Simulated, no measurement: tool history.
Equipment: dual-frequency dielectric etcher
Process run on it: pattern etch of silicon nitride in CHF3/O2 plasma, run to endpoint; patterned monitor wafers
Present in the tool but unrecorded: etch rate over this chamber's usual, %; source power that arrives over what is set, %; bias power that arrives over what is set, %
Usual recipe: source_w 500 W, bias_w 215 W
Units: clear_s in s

run    hour  source_w  bias_w  wafers since the last listed run  hours since the last wet clean  hours since the last source power generator calibration  hours since the last bias power generator calibration  hours since the last upper electrode change  incoming incoming film thickness, nm  clear_s
  1     0.0       500     215                                 0                            21.9                                                   1896.5                                                 2637.3                                       1786.5                                  64.7     44.8
  2   103.9       500     215                              1354                           125.8                                                   2000.4                                                 2741.2                                       1890.4                                  64.6     45.7
  3   161.5       500     215                               750                           183.4                                                   2058.0                                                 2798.8                                       1948.0                                  64.9     46.0
  4   263.6       500     215                              1331                           285.5                                                   2160.1                                                 2900.9                                       2050.1                                  64.8     46.3
  5   326.6       500     215                               821                           348.5                                                   2223.1                                                 2963.9                                       2113.1                                  64.7     46.4
  6   379.6       500     255                               690                           401.5                                                   2276.1                                                 3016.9                                       2166.1                                  65.3     45.3
  7   457.0       500     215                              1009                           478.9                                                   2353.5                                                 3094.3                                       2243.5                                  65.0     47.0
      537.6  -- wet clean of the chamber
  8   736.6       500     215                              3332                           199.0                                                   2633.1                                                 3373.9                                       2523.1                                  65.0     45.5
  9   842.8       500     215                              1384                           305.2                                                   2739.3                                                 3480.1                                       2629.3                                  65.1     46.1
 10   937.8       500     215                              1238                           400.2                                                   2834.3                                                 3575.1                                       2724.3                                  64.5     46.3
 11   982.6       500     215                               584                           445.0                                                   2879.1                                                 3619.9                                       2769.1                                  65.0     47.1
 12  1053.1       600     249                               919                           515.5                                                   2949.6                                                 3690.4                                       2839.6                                  64.5     42.2
     1099.3  -- wet clean of the chamber
 13  1140.6       600     249                               827                            41.3                                                   3037.1                                                 3777.9                                       2927.1                                  64.6     40.4
 14  1214.3       600     249                               960                           115.0                                                   3110.8                                                 3851.6                                       3000.8                                  64.8     41.5
 15  1302.3       500     215                              1147                           203.0                                                   3198.8                                                 3939.6                                       3088.8                                  64.7     45.9
 16  1363.0       410     256                               791                           263.7                                                   3259.5                                                 4000.3                                       3149.5                                  64.9     48.0
 17  1413.5       500     215                               658                           314.2                                                   3310.0                                                 4050.8                                       3200.0                                  64.4     46.5
     1469.8  -- source power generator calibrated
 18  1511.4       500     215                              1224                           412.1                                                     41.6                                                 4148.7                                       3297.9                                  64.6     46.9
     1555.7  -- wet clean of the chamber
     1567.5  -- bias power generator calibrated
 19  1582.5       400     170                               561                            26.8                                                    112.7                                                   15.0                                       3369.0                                  65.5     52.8
 20  1655.6       550     244                               953                            99.9                                                    185.8                                                   88.1                                       3442.1                                  65.3     42.9
 21  1713.4       450     247                               753                           157.7                                                    243.6                                                  145.9                                       3499.9                                  65.0     46.6
 22  1757.1       450     189                               569                           201.4                                                    287.3                                                  189.6                                       3543.6                                  65.3     49.8
 23  1863.1       500     215                              1381                           307.4                                                    393.3                                                  295.6                                       3649.6                                  65.4     47.3
     2036.3  -- wet clean of the chamber
     2059.4  -- upper electrode replaced
 24  2059.9       500     215                              1951                            23.6                                                    590.1                                                  492.4                                          0.5                                  65.4     45.4
 25  2068.6       540     187                               113                            32.3                                                    598.8                                                  501.1                                          9.2                                  65.3     45.5
 26  2321.5       500     215                              3297                           285.2                                                    851.7                                                  754.0                                        262.1                                  65.2     46.1
 27  2410.2       540     171                              1156                           373.9                                                    940.4                                                  842.7                                        350.8                                  64.1     46.8
 28  2514.9       500     215                              1364                           478.6                                                   1045.1                                                  947.4                                        455.5                                  65.2     47.1
 29  2604.6       450     184                              1169                           568.3                                                   1134.8                                                 1037.1                                        545.2                                  64.8     50.7
     2636.5  -- wet clean of the chamber
 30  2661.7       440     250                               431                            25.2                                                   1191.9                                                 1094.2                                        602.3                                  64.5     45.9

A few steps of clear_s between consecutive runs. Split each: what settings, incoming material and random variation would produce without the hidden state, and what is left over for the hidden state, along with gauge scatter present in only one of the two compared results (measured, and without hidden state):
Run 11 -> 12: source_w 500 -> 600, bias_w 215 -> 249. clear_s -4.9 s: hidden state +0.2, all else -5.1.
Run 18 -> 19: source_w 500 -> 400, bias_w 215 -> 170, wet clean of the chamber, bias power generator calibrated. clear_s +5.9 s: hidden state -1.4, all else +7.3.
Run 19 -> 20: source_w 400 -> 550, bias_w 170 -> 244. clear_s -9.9 s: hidden state +0.2, all else -10.1.
Run 23 -> 24: wet clean of the chamber, upper electrode replaced. clear_s -1.9 s: hidden state -1.5, all else -0.4.
Run 29 -> 30: source_w 450 -> 440, bias_w 184 -> 250, wet clean of the chamber. clear_s -4.8 s: hidden state -1.9, all else -2.9.
